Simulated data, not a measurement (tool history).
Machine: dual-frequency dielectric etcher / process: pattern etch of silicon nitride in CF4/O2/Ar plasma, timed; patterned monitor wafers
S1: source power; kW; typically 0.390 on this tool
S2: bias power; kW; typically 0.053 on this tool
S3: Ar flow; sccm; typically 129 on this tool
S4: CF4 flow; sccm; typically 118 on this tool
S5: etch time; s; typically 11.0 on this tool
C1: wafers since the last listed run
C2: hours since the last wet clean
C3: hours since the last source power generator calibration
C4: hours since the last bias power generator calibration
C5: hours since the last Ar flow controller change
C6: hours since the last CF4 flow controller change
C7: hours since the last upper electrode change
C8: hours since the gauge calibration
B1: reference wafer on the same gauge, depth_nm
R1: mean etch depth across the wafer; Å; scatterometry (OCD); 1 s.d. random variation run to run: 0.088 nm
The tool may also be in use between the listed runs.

run,hour,S1,S2,S3,S4,S5,C1,C2,C3,C4,C5,C6,C7,C8,B1,R1
1,0.0,0.390,0.053,129,118,13.5,0,316.4,3086.3,3447.5,5333.4,2569.8,6082.2,383.5,14.82,209.2
2,31.7,0.390,0.061,129,118,11.0,423,348.1,3118.0,3479.2,5365.1,2601.5,6113.9,415.2,14.83,179.2
3,71.6,0.390,0.053,107,118,11.0,533,388.0,3157.9,3519.1,5405.0,2641.4,6153.8,455.1,14.81,177.4
# hour 81.2: source power generator calibrated
4,112.9,0.390,0.053,107,118,11.0,498,429.3,31.7,3560.4,5446.3,2682.7,6195.1,496.4,14.81,175.0
# hour 189.5: wet clean of the chamber
5,190.0,0.390,0.053,107,118,11.0,709,0.5,108.8,3637.5,5523.4,2759.8,6272.2,573.5,14.87,176.2
6,231.3,0.390,0.053,129,118,11.0,552,41.8,150.1,3678.8,5564.7,2801.1,6313.5,614.8,14.91,170.1
# hour 256.6: CF4 flow controller replaced
7,278.7,0.470,0.053,129,98,11.0,553,89.2,197.5,3726.2,5612.1,22.1,6360.9,662.2,14.93,200.6
# hour 325.1: upper electrode replaced
8,325.6,0.390,0.053,129,118,11.0,306,136.1,244.4,3773.1,5659.0,69.0,0.5,709.1,14.95,172.1
9,349.9,0.480,0.053,129,127,11.0,324,160.4,268.7,3797.4,5683.3,93.3,24.8,733.4,15.01,215.6
10,392.0,0.390,0.044,129,118,11.0,562,202.5,310.8,3839.5,5725.4,135.4,66.9,775.5,15.03,163.9
11,463.4,0.480,0.053,129,118,11.0,954,273.9,382.2,3910.9,5796.8,206.8,138.3,846.9,15.08,214.9
12,509.5,0.310,0.041,129,107,13.5,616,320.0,428.3,3957.0,5842.9,252.9,184.4,893.0,15.10,151.5
13,550.9,0.320,0.053,109,118,11.0,553,361.4,469.7,3998.4,5884.3,294.3,225.8,934.4,15.14,144.9
# hour 600.9: bias power generator calibrated
14,601.4,0.390,0.053,129,126,14.0,621,411.9,520.2,0.5,5934.8,344.8,276.3,984.9,15.13,225.6
# hour 612.6: gauge calibrated
15,626.9,0.390,0.060,129,95,11.0,340,437.4,545.7,26.0,5960.3,370.3,301.8,14.3,14.75,170.0
# hour 663.9: Ar flow controller replaced
# hour 675.1: wet clean of the chamber
16,686.6,0.300,0.059,106,118,12.5,567,11.5,605.4,85.7,22.7,430.0,361.5,74.0,14.78,156.9
17,742.4,0.390,0.044,129,103,11.0,745,67.3,661.2,141.5,78.5,485.8,417.3,129.8,14.82,156.3
18,814.0,0.390,0.053,155,118,11.0,957,138.9,732.8,213.1,150.1,557.4,488.9,201.4,14.80,165.8
19,867.9,0.390,0.053,129,118,11.0,720,192.8,786.7,267.0,204.0,611.3,542.8,255.3,14.79,171.9
20,921.9,0.390,0.053,129,118,9.5,721,246.8,840.7,321.0,258.0,665.3,596.8,309.3,14.84,146.8
21,985.3,0.390,0.060,129,95,11.0,847,310.2,904.1,384.4,321.4,728.7,660.2,372.7,14.83,172.0

What if the next run were any one of these 4? Each begins from the tool's condition after run 21:
A,985.7,0.390,0.053,129,118,11.0,5,310.6,904.5,384.8,321.8,729.1,660.6,373.1,?,?
B,985.7,0.350,0.053,108,118,11.0,5,310.6,904.5,384.8,321.8,729.1,660.6,373.1,?,?
C,985.7,0.390,0.053,140,118,11.0,5,310.6,904.5,384.8,321.8,729.1,660.6,373.1,?,?
D,985.7,0.390,0.053,141,96,13.5,5,310.6,904.5,384.8,321.8,729.1,660.6,373.1,?,?

run,B1,R1
A,14.84,171.4
B,14.84,156.7
C,14.84,169.3
D,14.84,199.9
Stripped of hidden state, with their random variation kept, the same runs would have yielded:
run,R1
A,170.7
B,156.1
C,168.7
D,199.2
